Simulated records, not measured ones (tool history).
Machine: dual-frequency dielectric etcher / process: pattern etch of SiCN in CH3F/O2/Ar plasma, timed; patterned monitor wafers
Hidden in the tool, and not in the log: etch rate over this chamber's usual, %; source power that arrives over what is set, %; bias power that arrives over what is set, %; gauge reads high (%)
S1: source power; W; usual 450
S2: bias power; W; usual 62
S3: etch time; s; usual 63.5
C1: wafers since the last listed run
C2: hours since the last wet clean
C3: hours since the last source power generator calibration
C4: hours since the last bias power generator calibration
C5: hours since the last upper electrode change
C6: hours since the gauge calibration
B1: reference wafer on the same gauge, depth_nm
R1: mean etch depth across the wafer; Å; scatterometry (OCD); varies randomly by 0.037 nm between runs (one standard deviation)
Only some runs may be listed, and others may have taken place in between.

run,hour,S1,S2,S3,C1,C2,C3,C4,C5,C6,B1,R1
1,0.0,410,74,63.5,0,77.9,2895.0,3177.3,5287.6,712.6,27.51,260.7
2,26.9,450,62,63.5,335,104.8,2921.9,3204.2,5314.5,739.5,27.51,245.9
3,55.1,450,62,63.5,351,133.0,2950.1,3232.4,5342.7,767.7,27.50,246.1
4,72.1,450,62,63.5,211,150.0,2967.1,3249.4,5359.7,784.7,27.48,246.5
5,107.7,450,62,63.5,443,185.6,3002.7,3285.0,5395.3,820.3,27.50,246.4
6,123.7,450,71,63.5,199,201.6,3018.7,3301.0,5411.3,836.3,27.50,260.4
7,222.1,450,71,63.5,1225,300.0,3117.1,3399.4,5509.7,934.7,27.49,259.6
8,242.7,450,62,63.5,256,320.6,3137.7,3420.0,5530.3,955.3,27.51,245.3
# hour 281.1: upper electrode replaced
9,281.6,450,62,63.5,185,359.5,3176.6,3458.9,0.5,994.2,27.51,244.3
# hour 335.5: wet clean of the chamber
10,336.0,450,62,63.5,378,0.5,3231.0,3513.3,54.9,1048.6,27.50,249.6
11,405.0,450,62,74.5,859,69.5,3300.0,3582.3,123.9,1117.6,27.50,292.0
# hour 405.2: gauge calibrated
12,430.5,420,62,46.5,317,95.0,3325.5,3607.8,149.4,25.3,27.50,179.9
13,452.9,390,74,50.5,278,117.4,3347.9,3630.2,171.8,47.7,27.50,207.0
14,473.5,560,55,63.5,256,138.0,3368.5,3650.8,192.4,68.3,27.51,248.7
# hour 490.8: bias power generator calibrated
15,494.8,510,50,63.5,215,159.3,3389.8,4.0,213.7,89.6,27.49,227.6
16,527.1,450,62,46.5,402,191.6,3422.1,36.3,246.0,121.9,27.50,177.1
17,545.5,450,51,53.5,229,210.0,3440.5,54.7,264.4,140.3,27.51,187.1
18,558.2,500,69,79.5,158,222.7,3453.2,67.4,277.1,153.0,27.50,324.1
19,579.9,450,62,63.5,270,244.4,3474.9,89.1,298.8,174.7,27.48,240.9
# hour 601.5: source power generator calibrated
20,602.0,450,62,71.5,225,266.5,0.5,111.2,320.9,196.8,27.50,270.8
21,633.8,450,62,73.0,396,298.3,32.3,143.0,352.7,228.6,27.50,277.7
22,656.5,450,62,63.5,282,321.0,55.0,165.7,375.4,251.3,27.51,240.9
23,671.7,450,49,48.0,189,336.2,70.2,180.9,390.6,266.5,27.49,164.5
# hour 726.6: wet clean of the chamber
24,727.1,450,62,63.5,391,0.5,125.6,236.3,446.0,321.9,27.49,243.4
25,727.4,370,54,63.5,3,0.8,125.9,236.6,446.3,322.2,27.51,219.8
26,734.9,450,62,63.5,93,8.3,133.4,244.1,453.8,329.7,27.50,243.7
27,829.7,480,56,75.5,1180,103.1,228.2,338.9,548.6,424.5,27.50,280.4
28,846.0,450,62,63.5,202,119.4,244.5,355.2,564.9,440.8,27.49,242.0
29,889.1,450,62,63.5,536,162.5,287.6,398.3,608.0,483.9,27.48,241.9
30,905.5,550,66,46.5,204,178.9,304.0,414.7,624.4,500.3,27.51,190.4

Below are 4 alternative next runs, each starting from the tool's condition after run 30. Predict each:
A,905.9,450,62,45.5,4,179.3,304.4,415.1,624.8,500.7,?,?
B,905.9,400,48,78.5,4,179.3,304.4,415.1,624.8,500.7,?,?
C,905.9,450,62,74.0,4,179.3,304.4,415.1,624.8,500.7,?,?
D,905.9,420,54,44.5,4,179.3,304.4,415.1,624.8,500.7,?,?

run,B1,R1
A,27.50,173.2
B,27.50,261.0
C,27.50,281.7
D,27.50,157.3
Without the tool's hidden state the same runs would have given:
run,R1
A,174.5
B,262.9
C,283.8
D,158.4

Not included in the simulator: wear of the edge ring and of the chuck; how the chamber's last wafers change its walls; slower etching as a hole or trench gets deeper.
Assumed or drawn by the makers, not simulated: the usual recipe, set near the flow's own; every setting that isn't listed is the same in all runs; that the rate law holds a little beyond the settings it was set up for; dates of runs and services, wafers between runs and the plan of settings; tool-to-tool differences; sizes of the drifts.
